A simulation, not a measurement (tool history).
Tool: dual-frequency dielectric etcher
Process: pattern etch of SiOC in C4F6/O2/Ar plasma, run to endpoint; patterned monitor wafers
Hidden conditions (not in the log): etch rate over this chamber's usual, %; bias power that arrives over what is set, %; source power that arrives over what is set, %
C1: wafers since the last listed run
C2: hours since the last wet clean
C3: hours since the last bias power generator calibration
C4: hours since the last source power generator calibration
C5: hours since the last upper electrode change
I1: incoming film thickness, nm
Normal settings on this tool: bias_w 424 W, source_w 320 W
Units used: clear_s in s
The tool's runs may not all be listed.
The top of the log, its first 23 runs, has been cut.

run 24 hour=1560.5 | bias_w=320 source_w=320 | C1=1697 C2=225.6 C3=744.0 C4=327.7 C5=578.9 | I1=30.16 | clear_s=12.6
run 25 hour=1618.2 | bias_w=424 source_w=320 | C1=961 C2=283.3 C3=801.7 C4=385.4 C5=636.6 | I1=30.12 | clear_s=12.0
run 26 hour=1674.8 | bias_w=510 source_w=350 | C1=943 C2=339.9 C3=858.3 C4=442.0 C5=693.2 | I1=29.83 | clear_s=10.9
run 27 hour=1778.7 | bias_w=379 source_w=320 | C1=1731 C2=443.8 C3=962.2 C4=545.9 C5=797.1 | I1=30.12 | clear_s=12.5
-- hour=1809.4 wet clean of the chamber
run 28 hour=1829.3 | bias_w=377 source_w=290 | C1=443 C2=19.9 C3=1012.8 C4=596.5 C5=847.7 | I1=30.15 | clear_s=12.2
run 29 hour=1898.1 | bias_w=366 source_w=360 | C1=1146 C2=88.7 C3=1081.6 C4=665.3 C5=916.5 | I1=30.32 | clear_s=11.9
run 30 hour=2054.6 | bias_w=360 source_w=350 | C1=2607 C2=245.2 C3=1238.1 C4=821.8 C5=1073.0 | I1=30.50 | clear_s=12.2
run 31 hour=2108.5 | bias_w=486 source_w=240 | C1=898 C2=299.1 C3=1292.0 C4=875.7 C5=1126.9 | I1=30.14 | clear_s=12.3
run 32 hour=2155.3 | bias_w=494 source_w=300 | C1=779 C2=345.9 C3=1338.8 C4=922.5 C5=1173.7 | I1=29.85 | clear_s=11.5
-- hour=2252.3 wet clean of the chamber
run 33 hour=2252.8 | bias_w=424 source_w=320 | C1=1224 C2=0.5 C3=1436.3 C4=1020.0 C5=1271.2 | I1=30.08 | clear_s=11.7
run 34 hour=2290.0 | bias_w=529 source_w=320 | C1=619 C2=37.7 C3=1473.5 C4=1057.2 C5=1308.4 | I1=30.35 | clear_s=11.0
run 35 hour=2378.9 | bias_w=424 source_w=320 | C1=1481 C2=126.6 C3=1562.4 C4=1146.1 C5=1397.3 | I1=30.25 | clear_s=11.9

Predict each of these 4 candidate next runs independently; none follows another, all start after run 35:
run A hour=2379.3 | bias_w=424 source_w=320 | C1=6 C2=127.0 C3=1562.8 C4=1146.5 C5=1397.7 | I1=29.93 | clear_s=?
run B hour=2379.3 | bias_w=494 source_w=260 | C1=6 C2=127.0 C3=1562.8 C4=1146.5 C5=1397.7 | I1=29.93 | clear_s=?
run C hour=2379.3 | bias_w=424 source_w=260 | C1=6 C2=127.0 C3=1562.8 C4=1146.5 C5=1397.7 | I1=29.93 | clear_s=?
run D hour=2379.3 | bias_w=331 source_w=320 | C1=6 C2=127.0 C3=1562.8 C4=1146.5 C5=1397.7 | I1=29.93 | clear_s=?

run=A clear_s=11.7
run=B clear_s=11.8
run=C clear_s=12.3
run=D clear_s=12.5
Without the tool's unlogged condition, the same runs would have read:
run=A clear_s=11.5
run=B clear_s=11.6
run=C clear_s=12.1
run=D clear_s=12.3
